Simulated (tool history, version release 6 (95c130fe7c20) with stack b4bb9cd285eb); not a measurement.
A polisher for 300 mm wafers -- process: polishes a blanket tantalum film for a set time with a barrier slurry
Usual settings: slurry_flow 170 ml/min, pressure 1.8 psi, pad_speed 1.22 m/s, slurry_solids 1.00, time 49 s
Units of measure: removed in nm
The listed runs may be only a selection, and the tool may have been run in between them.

run     day  slurry_flow  pressure  pad_speed  slurry_solids  time  wafers since the last listed run  wafers polished on this pad  hours since the slurry nozzle was cleaned  hours since the head pressure was calibrated  hours since the slurry blender was calibrated  incoming thickness of the incoming film, nm  removed
  1   0.000          170       1.8       1.22           1.00    49                                 0                         1083                                      434.0                                         526.3                                          137.1                                        466.2     68.9
      0.183  -- slurry blender recalibrated
  2   1.162          170       1.8       1.22           1.00    49                               304                         1388                                      461.9                                         554.2                                           23.5                                        475.0     67.9
      1.492  -- worn pad replaced by a new one
      2.629  -- slurry nozzle cleaned
  3   3.212          170       1.8       1.22           1.00    57                               520                          474                                       14.0                                         603.4                                           72.7                                        472.2     87.8
      5.962  -- slurry blender recalibrated
  4   6.083          170       1.8       1.22           1.00    57                               787                         1261                                       82.9                                         672.3                                            2.9                                        468.0     84.0
      6.842  -- worn pad replaced by a new one
  5   7.362          170       1.8       1.22           1.00    57                               314                          147                                      113.6                                         703.0                                           33.6                                        466.7     85.7
  6  10.350          170       1.8       1.22           0.90    49                               844                          991                                      185.3                                         774.7                                          105.3                                        467.0     72.0
     12.054  -- worn pad replaced by a new one
  7  12.158          170       1.8       1.22           0.90    49                               463                           29                                      228.7                                         818.1                                          148.7                                        460.2     71.6
     12.625  -- slurry blender recalibrated
  8  13.575          170       1.8       1.22           1.00    49                               376                          406                                      262.7                                         852.1                                           22.8                                        468.8     73.5
  9  16.146          125       2.2       1.22           1.15    49                               726                         1132                                      324.4                                         913.8                                           84.5                                        471.5     84.1
     18.154  -- worn pad replaced by a new one
     18.696  -- slurry blender recalibrated
 10  18.717          230       1.8       1.54           0.85    44                               655                          135                                      386.1                                         975.5                                            0.5                                        478.7     79.6
     20.238  -- head pressure recalibrated
 11  20.942          170       1.8       1.22           1.00    57                               605                          740                                      439.5                                          16.9                                           53.9                                        470.3     80.9
     21.738  -- slurry nozzle cleaned
 12  22.108          110       1.8       1.36           1.00    49                               317                         1058                                        8.9                                          44.9                                           81.9                                        478.3     75.2
     24.058  -- slurry blender recalibrated
     24.125  -- worn pad replaced by a new one
 13  24.688          150       2.0       1.22           1.00    37                               686                          158                                       70.8                                         106.8                                           15.1                                        478.3     60.6
 14  25.767          125       1.5       1.60           1.20    49                               304                          463                                       96.7                                         132.7                                           41.0                                        480.8     78.0
 15  28.696          115       2.1       1.50           0.85    49                               827                         1291                                      167.0                                         203.0                                          111.3                                        477.8     91.8
     29.421  -- slurry blender recalibrated
     30.417  -- worn pad replaced by a new one
 16  30.438          170       1.8       1.22           1.15    43                               421                            5                                      208.8                                         244.8                                           24.4                                        475.7     66.1

Alternative continuations, all from the tool just after run 16; predict every row:
  A  30.454          170       1.6       1.22           1.00    49                                 4                           10                                      209.2                                         245.2                                           24.8                                        470.2        ?
  B  30.454          170       1.2       1.22           1.00    49                                 4                           10                                      209.2                                         245.2                                           24.8                                        470.2        ?
  C  30.454          170       1.8       1.22           1.00    39                                 4                           10                                      209.2                                         245.2                                           24.8                                        470.2        ?
  D  30.454          170       1.8       1.22           1.00    42                                 4                           10                                      209.2                                         245.2                                           24.8                                        470.2        ?

run  removed
  A     64.9
  B     48.7
  C     58.1
  D     62.6
With the hidden condition removed and each run's random variation left untouched, the same runs would have given:
run  removed
  A     66.4
  B     49.8
  C     59.5
  D     64.1
